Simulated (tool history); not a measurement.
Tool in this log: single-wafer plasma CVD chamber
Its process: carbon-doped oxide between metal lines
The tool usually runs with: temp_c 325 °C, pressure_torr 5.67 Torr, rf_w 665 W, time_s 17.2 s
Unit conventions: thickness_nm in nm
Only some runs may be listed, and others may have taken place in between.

run	hour	temp_c	pressure_torr	rf_w	time_s	read-back reference wafer on the same gauge, thickness_nm	thickness_nm
1	0.0	333	5.67	665	17.2	110.011	107.040
2	80.8	333	5.67	665	17.2	110.049	107.095
3	178.6	333	5.67	665	17.2	109.987	106.880
4	241.8	330	5.67	665	15.1	109.954	95.290
5	324.5	330	5.67	665	15.1	109.991	94.975
6	371.0	330	5.67	665	15.1	110.015	95.598
7	410.6	325	5.67	665	17.2	110.002	110.580
# hour 422.0: showerhead replaced
# hour 429.0: capacitance manometer re-zeroed and calibrated
# hour 455.8: thermocouple changed; heater temperature recalibrated
8	527.3	325	5.67	665	17.2	110.029	108.592
9	575.3	325	5.67	665	17.2	109.986	108.117
# hour 604.0: RF generator calibrated
10	612.3	325	5.67	665	17.2	109.990	108.608
11	703.3	314	5.67	790	19.7	110.010	147.393
12	751.3	325	5.67	665	17.2	110.001	108.273
# hour 778.9: gauge calibrated
13	859.1	325	5.67	665	18.5	110.014	115.888
14	931.3	325	5.67	665	20.1	110.057	126.827
15	1013.1	316	4.69	665	18.4	109.975	117.672
16	1077.6	339	5.67	665	15.3	110.031	92.604
17	1175.5	331	5.67	760	17.2	110.002	118.115
18	1236.6	310	5.67	745	16.3	109.985	119.296
19	1289.2	325	5.67	665	17.2	110.022	108.868
20	1344.2	338	5.67	665	18.1	109.982	110.048

3 options for the next run, each taken on its own from the tool as it stands now. Forecast them:
A	1344.6	325	5.67	665	17.2	?	?
B	1344.6	311	5.67	665	14.7	?	?
C	1344.6	325	4.53	570	17.2	?	?

run	read-back reference wafer on the same gauge, thickness_nm	thickness_nm
A	110.032	108.979
B	110.032	98.123
C	110.032	94.132
Had the tool no hidden state, the same runs would have come out as:
run	thickness_nm
A	108.491
B	97.621
C	93.711
